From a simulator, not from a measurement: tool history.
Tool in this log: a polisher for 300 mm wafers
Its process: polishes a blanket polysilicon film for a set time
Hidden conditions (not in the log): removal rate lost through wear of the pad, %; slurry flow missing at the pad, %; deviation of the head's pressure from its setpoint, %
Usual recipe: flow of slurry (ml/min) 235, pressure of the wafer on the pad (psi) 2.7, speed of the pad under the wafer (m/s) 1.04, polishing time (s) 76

run	hour	flow of slurry (ml/min)	pressure of the wafer on the pad (psi)	speed of the pad under the wafer (m/s)	polishing time (s)	wafers since the last listed run	wafers polished on this pad	hours since the slurry nozzle was cleaned	hours since the head pressure was calibrated	incoming thickness of the incoming film, nm	film removed (Å)
1	0.0	235	2.7	1.04	76	0	1808	248.5	175.0	1902.4	6476
2	91.0	235	2.7	1.04	76	922	2730	339.5	266.0	1897.3	6365
# hour 123.5: worn pad replaced by a new one
# hour 127.5: slurry nozzle cleaned
3	185.6	235	2.7	1.04	76	908	618	58.1	360.6	1889.1	6304
4	258.6	235	2.7	1.04	76	739	1358	131.1	433.6	1913.1	6326
5	306.1	235	2.7	1.04	76	481	1840	178.6	481.1	1895.7	6324
6	401.2	235	2.7	1.04	76	963	2804	273.7	576.2	1945.9	6116
# hour 478.0: worn pad replaced by a new one
7	479.9	235	2.7	1.04	76	757	19	352.4	654.9	1911.1	6127
# hour 505.5: slurry nozzle cleaned
# hour 546.9: head pressure recalibrated
8	564.7	235	2.7	1.04	76	829	848	59.2	17.8	1923.0	6473
9	655.2	235	2.7	1.04	76	917	1765	149.7	108.3	1962.8	6506
10	700.2	235	2.7	1.04	76	456	2221	194.7	153.3	1926.9	6425
11	766.7	235	2.7	1.04	76	674	2895	261.2	219.8	1920.6	6392
# hour 843.9: worn pad replaced by a new one
12	865.9	235	2.7	1.04	76	964	223	360.4	319.0	1946.6	6255
# hour 872.0: slurry nozzle cleaned
13	941.3	235	2.7	1.04	63	754	977	69.3	394.4	1926.9	5168
14	1033.7	180	2.7	1.04	89	936	1913	161.7	486.8	1948.2	7079
15	1072.3	235	2.7	1.04	76	391	2305	200.3	525.4	1920.1	6197
16	1140.8	185	3.2	1.26	49	694	2999	268.8	593.9	1915.1	4972
# hour 1167.9: worn pad replaced by a new one
# hour 1204.5: slurry nozzle cleaned
17	1218.9	180	2.0	1.04	96	740	506	14.4	672.0	1908.3	6289
18	1259.0	235	2.7	1.04	66	406	913	54.5	712.1	1920.3	5292
19	1332.8	235	2.7	0.76	76	747	1661	128.3	785.9	1948.2	4896
# hour 1358.4: head pressure recalibrated
20	1381.3	235	2.7	1.04	76	471	2132	176.8	22.9	1898.7	6570
21	1436.2	235	2.7	1.04	93	556	2688	231.7	77.8	1941.3	8002
# hour 1515.7: worn pad replaced by a new one
22	1516.2	175	2.7	1.38	76	770	4	311.7	157.8	1929.5	7813
# hour 1587.9: slurry nozzle cleaned
23	1594.3	235	2.7	1.04	76	781	786	6.4	235.9	1920.2	6498
24	1722.9	235	2.0	1.04	64	1303	2089	135.0	364.5	1929.7	4472

Consider 4 possible next runs. They are alternatives, not a sequence: every one starts from the tool as it was left by run 24. What does each give?
A	1723.4	235	2.7	1.22	76	5	2094	135.5	365.0	1933.8	?
B	1723.4	235	2.7	0.80	76	5	2094	135.5	365.0	1933.8	?
C	1723.4	195	1.8	1.04	76	5	2094	135.5	365.0	1933.8	?
D	1723.4	315	3.1	1.04	53	5	2094	135.5	365.0	1933.8	?

run	film removed (Å)
A	7182
B	5411
C	4941
D	5032
Had the tool no hidden state, the same runs would have come out as:
run	film removed (Å)
A	7433
B	5601
C	5114
D	5208

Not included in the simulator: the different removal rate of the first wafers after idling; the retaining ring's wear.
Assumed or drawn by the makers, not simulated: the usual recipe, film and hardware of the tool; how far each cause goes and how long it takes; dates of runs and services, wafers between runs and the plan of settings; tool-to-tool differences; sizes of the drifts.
